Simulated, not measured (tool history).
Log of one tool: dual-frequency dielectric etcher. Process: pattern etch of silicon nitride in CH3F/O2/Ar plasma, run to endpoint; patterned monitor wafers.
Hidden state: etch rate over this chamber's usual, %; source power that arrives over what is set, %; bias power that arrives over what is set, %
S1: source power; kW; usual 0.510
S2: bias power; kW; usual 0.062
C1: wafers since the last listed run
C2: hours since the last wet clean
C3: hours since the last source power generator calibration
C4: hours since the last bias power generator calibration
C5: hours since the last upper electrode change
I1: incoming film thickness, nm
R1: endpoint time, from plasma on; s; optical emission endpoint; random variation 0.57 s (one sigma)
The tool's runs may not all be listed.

run   hour     S1     S2   C1     C2      C3      C4      C5    I1    R1
  1    0.0  0.510  0.062    0  308.1  4644.3  1927.5  2684.7  53.2  71.5
  2   14.0  0.510  0.062  130  322.1  4658.3  1941.5  2698.7  53.5  71.0
  3   20.4  0.510  0.062   59  328.5  4664.7  1947.9  2705.1  53.9  71.5
  4   37.5  0.510  0.062  159  345.6  4681.8  1965.0  2722.2  54.0  71.3
  5   54.2  0.510  0.062  156  362.3  4698.5  1981.7  2738.9  53.2  70.4
      87.8  -- wet clean of the chamber
  6   88.3  0.510  0.062   94    0.5  4732.6  2015.8  2773.0  53.8  75.7
  7   88.7  0.510  0.062    3    0.9  4733.0  2016.2  2773.4  53.3  75.8
  8   91.2  0.510  0.062   23    3.4  4735.5  2018.7  2775.9  53.6  74.6
  9  109.9  0.420  0.062  174   22.1  4754.2  2037.4  2794.6  53.5  79.4
 10  118.0  0.420  0.062   75   30.2  4762.3  2045.5  2802.7  53.4  79.8
     126.5  -- source power generator calibrated
 11  128.3  0.420  0.062   58   40.5     1.8  2055.8  2813.0  53.5  78.5
 12  146.0  0.510  0.062  165   58.2    19.5  2073.5  2830.7  53.2  75.1
 13  158.3  0.510  0.062  114   70.5    31.8  2085.8  2843.0  53.5  74.3
 14  167.4  0.410  0.062   85   79.6    40.9  2094.9  2852.1  53.5  78.3
 15  174.8  0.510  0.062   69   87.0    48.3  2102.3  2859.5  53.1  73.5
 16  187.3  0.410  0.048  116   99.5    60.8  2114.8  2872.0  53.3  86.9
 17  195.6  0.510  0.062   77  107.8    69.1  2123.1  2880.3  53.1  72.6
 18  210.8  0.550  0.050  142  123.0    84.3  2138.3  2895.5  53.4  79.0
 19  227.7  0.400  0.052  157  139.9   101.2  2155.2  2912.4  53.4  85.8
 20  234.9  0.420  0.076   67  147.1   108.4  2162.4  2919.6  53.3  70.7
 21  241.8  0.510  0.076   64  154.0   115.3  2169.3  2926.5  53.3  68.4
 22  259.1  0.510  0.062  161  171.3   132.6  2186.6  2943.8  52.8  72.3
     270.1  -- bias power generator calibrated
     284.3  -- upper electrode replaced
 23  284.8  0.510  0.062   69  197.0   158.3    14.7     0.5  53.2  73.1
 24  285.2  0.580  0.067    3  197.4   158.7    15.1     0.9  53.4  67.9
 25  291.5  0.600  0.053   58  203.7   165.0    21.4     7.2  53.3  74.7
 26  301.7  0.510  0.062   95  213.9   175.2    31.6    17.4  53.3  73.0
 27  313.8  0.440  0.067  113  226.0   187.3    43.7    29.5  52.7  73.1
 28  321.1  0.510  0.074   68  233.3   194.6    51.0    36.8  53.4  67.7
 29  332.0  0.510  0.050  101  244.2   205.5    61.9    47.7  53.3  79.8
 30  349.1  0.510  0.062  159  261.3   222.6    79.0    64.8  53.4  72.9
 31  387.3  0.380  0.049  357  299.5   260.8   117.2   103.0  53.6  84.7
 32  400.7  0.510  0.062  125  312.9   274.2   130.6   116.4  53.5  72.9
 33  411.1  0.510  0.062   97  323.3   284.6   141.0   126.8  53.6  71.4
 34  424.6  0.510  0.062  126  336.8   298.1   154.5   140.3  53.7  73.0
 35  431.3  0.510  0.062   62  343.5   304.8   161.2   147.0  53.2  71.1
 36  445.0  0.630  0.051  128  357.2   318.5   174.9   160.7  53.3  73.1

Some steps in R1 between neighbouring runs. How much of each would the tool show without its hidden state too (settings, what came in, random variation), and how much is left for the hidden state, with any gauge scatter that isn't in both results?
Run 5 -> 6: wet clean of the chamber. R1 +5.3 s: hidden state +4.1, all else +1.2.
Run 15 -> 16: S1 0.510 -> 0.410, S2 0.062 -> 0.048. R1 +13.4 s: hidden state -0.3, all else +13.7.
Run 16 -> 17: S1 0.410 -> 0.510, S2 0.048 -> 0.062. R1 -14.3 s: hidden state +0.0, all else -14.3.
Run 19 -> 20: S1 0.400 -> 0.420, S2 0.052 -> 0.076. R1 -15.1 s: hidden state +0.2, all else -15.3.
Run 28 -> 29: S2 0.074 -> 0.050. R1 +12.1 s: hidden state -0.5, all else +12.6.
Run 30 -> 31: S1 0.510 -> 0.380, S2 0.062 -> 0.049. R1 +11.8 s: hidden state -0.8, all else +12.6.
